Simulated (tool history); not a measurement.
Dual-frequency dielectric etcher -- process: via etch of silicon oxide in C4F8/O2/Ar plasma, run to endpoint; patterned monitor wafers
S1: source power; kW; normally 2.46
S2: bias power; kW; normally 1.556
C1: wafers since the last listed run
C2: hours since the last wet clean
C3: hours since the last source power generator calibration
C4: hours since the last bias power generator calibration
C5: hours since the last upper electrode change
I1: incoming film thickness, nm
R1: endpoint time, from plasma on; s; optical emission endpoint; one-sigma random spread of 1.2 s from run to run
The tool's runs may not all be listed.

Run 1, hour 0: usual settings but S1 2.8 kW; C1 0; C2 478; C3 902.3; C4 1115.3; C5 1635.7; I1 1950.9. Result: R1 408.1 s.
Run 2, hour 63.6: usual settings but S1 2.8 kW; C1 203; C2 541.6; C3 965.9; C4 1178.9; C5 1699.3; I1 1963.7. Result: R1 411.6 s.
At hour 122.2: wet clean of the chamber.
Run 3, hour 179.6: usual settings; C1 294; C2 57.4; C3 1081.9; C4 1294.9; C5 1815.3; I1 1959.2. Result: R1 416.5 s.
Run 4, hour 233.4: usual settings; C1 172; C2 111.2; C3 1135.7; C4 1348.7; C5 1869.1; I1 1966.8. Result: R1 420 s.
Run 5, hour 271.7: usual settings; C1 122; C2 149.5; C3 1174; C4 1387; C5 1907.4; I1 1967.5. Result: R1 421.4 s.
Run 6, hour 323.1: usual settings; C1 164; C2 200.9; C3 1225.4; C4 1438.4; C5 1958.8; I1 1965.1. Result: R1 421.1 s.
Run 7, hour 366.2: usual settings but S1 2.83 kW, S2 1.772 kW; C1 138; C2 244; C3 1268.5; C4 1481.5; C5 2001.9; I1 1958.9. Result: R1 392.1 s.
Run 8, hour 400: usual settings but S1 2.83 kW, S2 1.772 kW; C1 108; C2 277.8; C3 1302.3; C4 1515.3; C5 2035.7; I1 1972.4. Result: R1 394.5 s.
Run 9, hour 440.4: usual settings but S1 2.83 kW, S2 1.772 kW; C1 129; C2 318.2; C3 1342.7; C4 1555.7; C5 2076.1; I1 1975.2. Result: R1 395.1 s.
Run 10, hour 470: usual settings but S1 2.28 kW; C1 94; C2 347.8; C3 1372.3; C4 1585.3; C5 2105.7; I1 1962.4. Result: R1 435.1 s.
Run 11, hour 519.2: usual settings but S1 2.28 kW; C1 157; C2 397; C3 1421.5; C4 1634.5; C5 2154.9; I1 1949. Result: R1 431 s.
Run 12, hour 571: usual settings but S1 2.31 kW, S2 1.291 kW; C1 166; C2 448.8; C3 1473.3; C4 1686.3; C5 2206.7; I1 1945.9. Result: R1 448.5 s.
Run 13, hour 634.4: usual settings but S1 2.31 kW, S2 1.291 kW; C1 203; C2 512.2; C3 1536.7; C4 1749.7; C5 2270.1; I1 1967.2. Result: R1 454.4 s.
At hour 670.6: wet clean of the chamber.
Run 14, hour 701.3: usual settings but S1 2.31 kW, S2 1.291 kW; C1 137; C2 30.7; C3 1603.6; C4 1816.6; C5 2337; I1 1962.1. Result: R1 446.3 s.
Run 15, hour 728.5: usual settings but S1 1.87 kW, S2 1.37 kW; C1 87; C2 57.9; C3 1630.8; C4 1843.8; C5 2364.2; I1 1965.6. Result: R1 468.5 s.
Run 16, hour 793.9: usual settings but S1 2.19 kW, S2 1.337 kW; C1 209; C2 123.3; C3 1696.2; C4 1909.2; C5 2429.6; I1 1958.3. Result: R1 453.7 s.
Run 17, hour 833.3: usual settings but S1 1.91 kW, S2 1.236 kW; C1 126; C2 162.7; C3 1735.6; C4 1948.6; C5 2469; I1 1966.7. Result: R1 479.6 s.
Run 18, hour 864.6: usual settings but S1 2.78 kW; C1 100; C2 194; C3 1766.9; C4 1979.9; C5 2500.3; I1 1981.4. Result: R1 410.7 s.

What does the tool deliver on the next run?
Run 19, hour 901.2: usual settings; C1 117; C2 230.6; C3 1803.5; C4 2016.5; C5 2536.9; I1 1966.2. Result: R1 ?.

R1: 423.6 s
The same run, on a tool lacking any hidden state, would have yielded R1 412.4 s.
